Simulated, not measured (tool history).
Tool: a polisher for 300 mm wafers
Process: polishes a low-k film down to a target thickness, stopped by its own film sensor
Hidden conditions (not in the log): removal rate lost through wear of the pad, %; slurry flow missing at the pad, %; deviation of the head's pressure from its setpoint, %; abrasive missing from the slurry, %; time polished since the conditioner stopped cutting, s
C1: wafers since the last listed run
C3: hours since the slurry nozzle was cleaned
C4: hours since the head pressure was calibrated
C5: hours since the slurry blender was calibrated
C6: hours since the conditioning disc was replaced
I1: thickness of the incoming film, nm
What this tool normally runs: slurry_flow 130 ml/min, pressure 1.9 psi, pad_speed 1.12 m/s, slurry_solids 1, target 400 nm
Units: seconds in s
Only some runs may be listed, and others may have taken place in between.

{"run": 1, "hour": 0.0, "slurry_flow": 130, "pressure": 1.9, "pad_speed": 1.12, "slurry_solids": 1, "target": 400, "C1": 0, "wafers polished on this pad": 1785, "C3": 111.4, "C4": 371, "C5": 242, "C6": 447.4, "I1": 439.6, "seconds": 127.3}
{"hour": 44.3, "done": "slurry blender recalibrated"}
{"hour": 52.2, "done": "conditioning disc replaced and pad reconditioned"}
{"run": 2, "hour": 67.7, "slurry_flow": 130, "pressure": 1.9, "pad_speed": 1.12, "slurry_solids": 1, "target": 400, "C1": 869, "wafers polished on this pad": 2655, "C3": 179.1, "C4": 438.7, "C5": 23.4, "C6": 15.5, "I1": 446.1, "seconds": 150.7}
{"hour": 102.3, "done": "worn pad replaced by a new one"}
{"hour": 123.0, "done": "head pressure recalibrated"}
{"run": 3, "hour": 165.2, "slurry_flow": 130, "pressure": 1.9, "pad_speed": 1.12, "slurry_solids": 1, "target": 400, "C1": 1248, "wafers polished on this pad": 831, "C3": 276.6, "C4": 42.2, "C5": 120.9, "C6": 113, "I1": 437.3, "seconds": 118.7}
{"run": 4, "hour": 238.5, "slurry_flow": 130, "pressure": 1.9, "pad_speed": 1.12, "slurry_solids": 1, "target": 400, "C1": 1000, "wafers polished on this pad": 1831, "C3": 349.9, "C4": 115.5, "C5": 194.2, "C6": 186.3, "I1": 449.3, "seconds": 168.4}
{"hour": 305.3, "done": "worn pad replaced by a new one"}
{"run": 5, "hour": 329.6, "slurry_flow": 130, "pressure": 1.9, "pad_speed": 1.12, "slurry_solids": 1, "target": 400, "C1": 1188, "wafers polished on this pad": 331, "C3": 441, "C4": 206.6, "C5": 285.3, "C6": 277.4, "I1": 432.3, "seconds": 109.8}
{"hour": 366.1, "done": "slurry blender recalibrated"}
{"run": 6, "hour": 381.4, "slurry_flow": 130, "pressure": 1.9, "pad_speed": 1.12, "slurry_solids": 1.1, "target": 400, "C1": 679, "wafers polished on this pad": 1011, "C3": 492.8, "C4": 258.4, "C5": 15.3, "C6": 329.2, "I1": 438.2, "seconds": 122.1}
{"hour": 399.0, "done": "slurry nozzle cleaned"}
{"run": 7, "hour": 440.3, "slurry_flow": 130, "pressure": 1.9, "pad_speed": 1.12, "slurry_solids": 1, "target": 400, "C1": 790, "wafers polished on this pad": 1801, "C3": 41.3, "C4": 317.3, "C5": 74.2, "C6": 388.1, "I1": 445, "seconds": 138.5}
{"hour": 502.3, "done": "worn pad replaced by a new one"}
{"run": 8, "hour": 510.9, "slurry_flow": 130, "pressure": 1.9, "pad_speed": 1.12, "slurry_solids": 1, "target": 400, "C1": 908, "wafers polished on this pad": 117, "C3": 111.9, "C4": 387.9, "C5": 144.8, "C6": 458.7, "I1": 432.4, "seconds": 98.9}

What does the tool deliver on the next run?
{"hour": 562.1, "done": "conditioning disc replaced and pad reconditioned"}
{"run": 9, "hour": 562.6, "slurry_flow": 130, "pressure": 1.9, "pad_speed": 1.4, "slurry_solids": 1, "target": 400, "C1": 678, "wafers polished on this pad": 796, "C3": 163.6, "C4": 439.6, "C5": 196.5, "C6": 0.5, "I1": 437.9, "seconds": "?"}

{"run 9": {"seconds": 101.4}}
Minus the tool's unlogged condition, the same run would have read seconds 96.3 s.
